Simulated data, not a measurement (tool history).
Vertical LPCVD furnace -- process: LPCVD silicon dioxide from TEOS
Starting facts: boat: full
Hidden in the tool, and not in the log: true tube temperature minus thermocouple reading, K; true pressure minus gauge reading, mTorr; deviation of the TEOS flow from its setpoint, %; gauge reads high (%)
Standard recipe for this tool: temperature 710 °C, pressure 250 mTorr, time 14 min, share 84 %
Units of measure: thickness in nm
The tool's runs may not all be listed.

run	day	temperature	pressure	time	share	wafers since the last listed run	hours since the last temperature calibration	hours since the pressure gauge was zeroed	hours since the TEOS flow controller was replaced	hours since the gauge calibration	read-back reference wafer on the same gauge, thickness	thickness
1	0	710	250	14	84	0	3046.3	2664.3	2052.1	428.8	136.99	148.99
2	1.125	710	250	14	84	343	3073.3	2691.3	2079.1	455.8	137.03	149.11
3	3.867	710	250	14	84	836	3139.1	2757.1	2144.9	521.6	137.03	148.82
4	6.533	710	295	15.5	84	814	3203.1	2821.1	2208.9	585.6	136.91	178.95
5	7.612	710	295	15.5	84	329	3229	2847	2234.8	611.5	137.02	178.44
6	9.508	710	295	15.5	84	578	3274.5	2892.5	2280.3	657	136.92	179.1
7	11.292	710	250	10.5	76	544	3317.3	2935.3	2323.1	699.8	137.04	106.7
# day 13: pressure gauge zeroed
# day 13.046: thermocouples replaced and temperature profile calibrated
8	14.179	710	250	14	84	562	27.2	28.3	2392.4	769.1	137.02	136.46
9	15.458	710	250	14	84	390	57.9	59	2423.1	799.8	136.99	136.54
10	18.238	710	250	14	84	848	124.6	125.7	2489.8	866.5	137.06	136.84
# day 19.588: gauge calibrated
11	20.871	710	250	9	84	803	187.8	188.9	2553	30.8	137.05	88.53
12	23.121	715	250	14	84	686	241.8	242.9	2607	84.8	137.09	155.2

The next listed run, before its measurement:
13	24.125	710	250	14	84	306	265.9	267	2631.1	108.9	?	?

read-back reference wafer on the same gauge, thickness: 137.02
thickness: 138.29 nm
Were there no unlogged condition in the tool, this run, its random variation unchanged, would have produced thickness 135.76 nm.
